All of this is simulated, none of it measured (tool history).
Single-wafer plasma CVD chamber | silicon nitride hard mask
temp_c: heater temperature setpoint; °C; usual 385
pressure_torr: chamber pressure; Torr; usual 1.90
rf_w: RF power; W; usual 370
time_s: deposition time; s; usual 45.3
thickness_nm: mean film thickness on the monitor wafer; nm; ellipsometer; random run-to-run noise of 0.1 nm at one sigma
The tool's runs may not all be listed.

| run | hour | temp_c | pressure_torr | rf_w | time_s | wafers since the last listed run | hours since the last thermocouple change | hours since the last RF generator calibration | hours since the last manometer calibration | hours since the showerhead was replaced | hours since the gauge calibration | read-back reference wafer on the same gauge, thickness_nm | thickness_nm |
|---|---|---|---|---|---|---|---|---|---|---|---|---|---|
| 1 | 0.0 | 385 | 1.90 | 370 | 45.3 | 0 | 2023.9 | 1292.9 | 1580.3 | 2594.8 | 279.1 | 69.413 | 54.587 |
| 2 | 14.1 | 385 | 1.90 | 370 | 45.3 | 373 | 2038.0 | 1307.0 | 1594.4 | 2608.9 | 293.2 | 69.384 | 54.519 |
| 3 | 27.4 | 385 | 1.90 | 330 | 43.0 | 351 | 2051.3 | 1320.3 | 1607.7 | 2622.2 | 306.5 | 69.405 | 46.273 |
| 4 | 42.5 | 385 | 1.90 | 330 | 43.0 | 399 | 2066.4 | 1335.4 | 1622.8 | 2637.3 | 321.6 | 69.371 | 46.244 |
| 5 | 53.1 | 385 | 2.07 | 370 | 45.3 | 280 | 2077.0 | 1346.0 | 1633.4 | 2647.9 | 332.2 | 69.351 | 56.284 |
| 6 | 104.6 | 385 | 2.07 | 370 | 45.3 | 1362 | 2128.5 | 1397.5 | 1684.9 | 2699.4 | 383.7 | 69.354 | 56.347 |
|  | 114.9 | gauge calibrated |
| 7 | 121.9 | 385 | 1.90 | 370 | 45.3 | 457 | 2145.8 | 1414.8 | 1702.2 | 2716.7 | 7.0 | 69.382 | 54.460 |
| 8 | 137.5 | 385 | 1.78 | 370 | 43.2 | 412 | 2161.4 | 1430.4 | 1717.8 | 2732.3 | 22.6 | 69.404 | 50.813 |
| 9 | 155.2 | 385 | 1.90 | 370 | 45.3 | 468 | 2179.1 | 1448.1 | 1735.5 | 2750.0 | 40.3 | 69.361 | 54.502 |
| 10 | 166.9 | 385 | 1.90 | 370 | 45.3 | 309 | 2190.8 | 1459.8 | 1747.2 | 2761.7 | 52.0 | 69.414 | 54.491 |
|  | 181.7 | thermocouple changed; heater temperature recalibrated |
|  | 185.7 | RF generator calibrated |
| 11 | 186.2 | 385 | 1.90 | 370 | 45.3 | 193 | 4.5 | 0.5 | 1766.5 | 2781.0 | 71.3 | 69.394 | 58.049 |
| 12 | 200.5 | 399 | 2.13 | 315 | 50.6 | 378 | 18.8 | 14.8 | 1780.8 | 2795.3 | 85.6 | 69.360 | 57.221 |
|  | 220.3 | capacitance manometer re-zeroed and calibrated |
| 13 | 220.8 | 391 | 1.90 | 310 | 45.3 | 325 | 39.1 | 35.1 | 0.5 | 2815.6 | 105.9 | 69.420 | 50.073 |
|  | 230.2 | showerhead replaced |
| 14 | 231.7 | 385 | 1.54 | 370 | 45.3 | 76 | 50.0 | 46.0 | 11.4 | 1.5 | 116.8 | 69.390 | 54.905 |
| 15 | 248.1 | 399 | 2.13 | 315 | 50.6 | 433 | 66.4 | 62.4 | 27.8 | 17.9 | 133.2 | 69.378 | 58.499 |
| 16 | 258.8 | 374 | 1.90 | 370 | 48.4 | 283 | 77.1 | 73.1 | 38.5 | 28.6 | 143.9 | 69.401 | 63.598 |
| 17 | 273.2 | 385 | 1.90 | 425 | 53.9 | 381 | 91.5 | 87.5 | 52.9 | 43.0 | 158.3 | 69.402 | 78.879 |
| 18 | 291.1 | 385 | 2.08 | 400 | 45.3 | 473 | 109.4 | 105.4 | 70.8 | 60.9 | 176.2 | 69.397 | 65.173 |
| 19 | 303.6 | 376 | 2.30 | 370 | 45.3 | 330 | 121.9 | 117.9 | 83.3 | 73.4 | 188.7 | 69.422 | 62.694 |
| 20 | 317.4 | 400 | 1.90 | 370 | 45.3 | 365 | 135.7 | 131.7 | 97.1 | 87.2 | 202.5 | 69.404 | 58.420 |
| 21 | 334.0 | 385 | 1.90 | 370 | 45.3 | 439 | 152.3 | 148.3 | 113.7 | 103.8 | 219.1 | 69.427 | 58.632 |
| 22 | 340.5 | 385 | 1.90 | 370 | 45.3 | 172 | 158.8 | 154.8 | 120.2 | 110.3 | 225.6 | 69.422 | 58.563 |
| 23 | 350.5 | 385 | 1.90 | 330 | 43.0 | 264 | 168.8 | 164.8 | 130.2 | 120.3 | 235.6 | 69.395 | 49.751 |
| 24 | 366.9 | 374 | 1.90 | 435 | 36.6 | 433 | 185.2 | 181.2 | 146.6 | 136.7 | 252.0 | 69.417 | 54.178 |
| 25 | 374.2 | 373 | 1.90 | 370 | 45.3 | 193 | 192.5 | 188.5 | 153.9 | 144.0 | 259.3 | 69.423 | 58.531 |
| 26 | 388.2 | 385 | 1.90 | 370 | 45.3 | 370 | 206.5 | 202.5 | 167.9 | 158.0 | 273.3 | 69.376 | 58.117 |
| 27 | 394.7 | 385 | 1.90 | 370 | 45.3 | 172 | 213.0 | 209.0 | 174.4 | 164.5 | 279.8 | 69.444 | 58.164 |
| 28 | 410.0 | 385 | 1.90 | 370 | 45.3 | 404 | 228.3 | 224.3 | 189.7 | 179.8 | 295.1 | 69.391 | 58.162 |
| 29 | 419.2 | 390 | 1.90 | 310 | 45.3 | 243 | 237.5 | 233.5 | 198.9 | 189.0 | 304.3 | 69.379 | 48.763 |

Alternative continuations, all from the tool just after run 29; predict every row:
| A | 419.6 | 385 | 1.90 | 370 | 45.3 | 10 | 237.9 | 233.9 | 199.3 | 189.4 | 304.7 | ? | ? |
| B | 419.6 | 385 | 1.90 | 370 | 37.9 | 10 | 237.9 | 233.9 | 199.3 | 189.4 | 304.7 | ? | ? |
| C | 419.6 | 372 | 1.68 | 320 | 40.6 | 10 | 237.9 | 233.9 | 199.3 | 189.4 | 304.7 | ? | ? |
| D | 419.6 | 385 | 1.50 | 315 | 45.3 | 10 | 237.9 | 233.9 | 199.3 | 189.4 | 304.7 | ? | ? |

| run | read-back reference wafer on the same gauge, thickness_nm | thickness_nm |
|---|---|---|
| A | 69.365 | 58.026 |
| B | 69.365 | 48.565 |
| C | 69.365 | 43.370 |
| D | 69.365 | 45.274 |
Stripped of hidden state, with their random variation kept, the same runs would have yielded:
| run | thickness_nm |
|---|---|
| A | 60.067 |
| B | 50.274 |
| C | 44.998 |
| D | 47.003 |

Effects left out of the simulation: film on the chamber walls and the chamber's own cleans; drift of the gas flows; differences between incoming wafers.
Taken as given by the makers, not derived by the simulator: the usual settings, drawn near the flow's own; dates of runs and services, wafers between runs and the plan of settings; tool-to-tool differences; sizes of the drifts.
